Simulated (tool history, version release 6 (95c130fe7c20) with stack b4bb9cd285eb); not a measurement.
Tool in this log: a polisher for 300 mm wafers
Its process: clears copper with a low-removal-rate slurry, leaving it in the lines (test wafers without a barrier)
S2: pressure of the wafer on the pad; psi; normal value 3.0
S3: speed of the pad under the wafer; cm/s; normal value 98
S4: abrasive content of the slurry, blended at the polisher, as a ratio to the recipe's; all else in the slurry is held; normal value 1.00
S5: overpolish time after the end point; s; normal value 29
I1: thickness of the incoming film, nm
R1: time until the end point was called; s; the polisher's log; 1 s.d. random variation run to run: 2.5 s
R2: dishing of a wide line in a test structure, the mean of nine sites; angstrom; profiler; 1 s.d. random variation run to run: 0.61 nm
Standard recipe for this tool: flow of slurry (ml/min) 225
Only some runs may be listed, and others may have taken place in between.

run 1 hour=0.0 | flow_of_slurry_(ml/min)=225 S2=3.0 S3=98 S4=1.00 S5=29 | I1=487.1 | R1=211.4 R2=287
-- hour=49.0 slurry nozzle cleaned
run 2 hour=106.4 | flow_of_slurry_(ml/min)=225 S2=3.0 S3=98 S4=1.00 S5=29 | I1=485.5 | R1=212.0 R2=285
run 3 hour=192.2 | flow_of_slurry_(ml/min)=260 S2=2.6 S3=98 S4=1.00 S5=29 | I1=489.5 | R1=246.9 R2=257
run 4 hour=260.9 | flow_of_slurry_(ml/min)=180 S2=3.0 S3=98 S4=1.00 S5=29 | I1=485.1 | R1=213.5 R2=282
-- hour=271.4 slurry blender recalibrated
run 5 hour=304.9 | flow_of_slurry_(ml/min)=180 S2=3.0 S3=98 S4=1.00 S5=29 | I1=480.4 | R1=201.7 R2=284
run 6 hour=371.9 | flow_of_slurry_(ml/min)=265 S2=3.0 S3=98 S4=1.25 S5=29 | I1=486.2 | R1=195.5 R2=302
run 7 hour=458.1 | flow_of_slurry_(ml/min)=275 S2=3.0 S3=98 S4=1.00 S5=29 | I1=490.4 | R1=203.7 R2=293
-- hour=461.2 head pressure recalibrated
run 8 hour=563.9 | flow_of_slurry_(ml/min)=225 S2=3.7 S3=82 S4=1.00 S5=29 | I1=480.2 | R1=183.3 R2=307
-- hour=590.5 worn pad replaced by a new one
-- hour=725.3 slurry nozzle cleaned
run 9 hour=811.4 | flow_of_slurry_(ml/min)=165 S2=3.0 S3=80 S4=1.25 S5=37 | I1=484.6 | R1=234.7 R2=308
-- hour=846.9 slurry blender recalibrated
run 10 hour=893.8 | flow_of_slurry_(ml/min)=225 S2=3.0 S3=98 S4=1.00 S5=29 | I1=486.2 | R1=203.7 R2=291
run 11 hour=983.6 | flow_of_slurry_(ml/min)=225 S2=3.0 S3=126 S4=1.00 S5=29 | I1=486.0 | R1=174.6 R2=302
run 12 hour=1041.2 | flow_of_slurry_(ml/min)=225 S2=3.0 S3=98 S4=0.85 S5=29 | I1=489.1 | R1=214.1 R2=294
run 13 hour=1081.2 | flow_of_slurry_(ml/min)=195 S2=3.0 S3=98 S4=1.00 S5=29 | I1=485.3 | R1=207.0 R2=293
-- hour=1165.1 worn pad replaced by a new one
run 14 hour=1178.5 | flow_of_slurry_(ml/min)=225 S2=3.0 S3=124 S4=1.30 S5=22 | I1=484.8 | R1=172.6 R2=274
run 15 hour=1285.5 | flow_of_slurry_(ml/min)=225 S2=3.0 S3=76 S4=1.00 S5=29 | I1=481.3 | R1=238.9 R2=271
-- hour=1299.1 head pressure recalibrated
run 16 hour=1325.1 | flow_of_slurry_(ml/min)=175 S2=2.2 S3=116 S4=0.85 S5=29 | I1=490.5 | R1=268.3 R2=255
run 17 hour=1376.2 | flow_of_slurry_(ml/min)=265 S2=3.0 S3=74 S4=1.10 S5=41 | I1=481.7 | R1=234.6 R2=316
-- hour=1398.4 slurry nozzle cleaned
run 18 hour=1481.8 | flow_of_slurry_(ml/min)=225 S2=3.0 S3=98 S4=1.00 S5=29 | I1=480.9 | R1=203.9 R2=282
-- hour=1546.7 slurry blender recalibrated
run 19 hour=1555.3 | flow_of_slurry_(ml/min)=225 S2=3.0 S3=98 S4=1.10 S5=19 | I1=489.2 | R1=203.3 R2=236
run 20 hour=1624.6 | flow_of_slurry_(ml/min)=170 S2=4.0 S3=130 S4=1.00 S5=36 | I1=490.6 | R1=130.2 R2=358
run 21 hour=1681.9 | flow_of_slurry_(ml/min)=225 S2=3.0 S3=98 S4=1.00 S5=34 | I1=487.9 | R1=204.5 R2=311
run 22 hour=1750.3 | flow_of_slurry_(ml/min)=225 S2=3.0 S3=112 S4=1.00 S5=29 | I1=486.6 | R1=188.8 R2=297
-- hour=1796.8 worn pad replaced by a new one
run 23 hour=1829.6 | flow_of_slurry_(ml/min)=225 S2=3.0 S3=98 S4=1.00 S5=29 | I1=478.3 | R1=203.0 R2=280
run 24 hour=1875.8 | flow_of_slurry_(ml/min)=225 S2=3.0 S3=98 S4=1.00 S5=29 | I1=485.5 | R1=207.9 R2=289
run 25 hour=1979.0 | flow_of_slurry_(ml/min)=225 S2=3.0 S3=98 S4=1.00 S5=29 | I1=480.7 | R1=206.8 R2=292
run 26 hour=2034.8 | flow_of_slurry_(ml/min)=260 S2=2.6 S3=98 S4=1.00 S5=29 | I1=486.7 | R1=239.4 R2=261
-- hour=2053.1 head pressure recalibrated
run 27 hour=2086.4 | flow_of_slurry_(ml/min)=225 S2=3.0 S3=124 S4=1.00 S5=29 | I1=484.3 | R1=178.7 R2=293
-- hour=2185.6 slurry nozzle cleaned
run 28 hour=2193.7 | flow_of_slurry_(ml/min)=225 S2=3.0 S3=98 S4=1.00 S5=29 | I1=495.5 | R1=212.7 R2=287

4 options for the next run, each taken on its own from the tool as it stands now. Forecast them:
run A hour=2194.2 | flow_of_slurry_(ml/min)=225 S2=3.0 S3=98 S4=1.00 S5=29 | I1=480.7 | R1=? R2=?
run B hour=2194.2 | flow_of_slurry_(ml/min)=195 S2=3.0 S3=98 S4=1.15 S5=29 | I1=480.7 | R1=? R2=?
run C hour=2194.2 | flow_of_slurry_(ml/min)=155 S2=3.8 S3=126 S4=1.00 S5=42 | I1=480.7 | R1=? R2=?
run D hour=2194.2 | flow_of_slurry_(ml/min)=225 S2=3.9 S3=98 S4=1.00 S5=29 | I1=480.7 | R1=? R2=?

run=A R1=212.5 R2=286
run=B R1=211.9 R2=286
run=C R1=147.9 R2=361
run=D R1=163.5 R2=320
What these runs would have given with no unlogged condition in the tool:
run=A R1=202.9 R2=292
run=B R1=202.2 R2=292
run=C R1=141.2 R2=363
run=D R1=156.1 R2=325

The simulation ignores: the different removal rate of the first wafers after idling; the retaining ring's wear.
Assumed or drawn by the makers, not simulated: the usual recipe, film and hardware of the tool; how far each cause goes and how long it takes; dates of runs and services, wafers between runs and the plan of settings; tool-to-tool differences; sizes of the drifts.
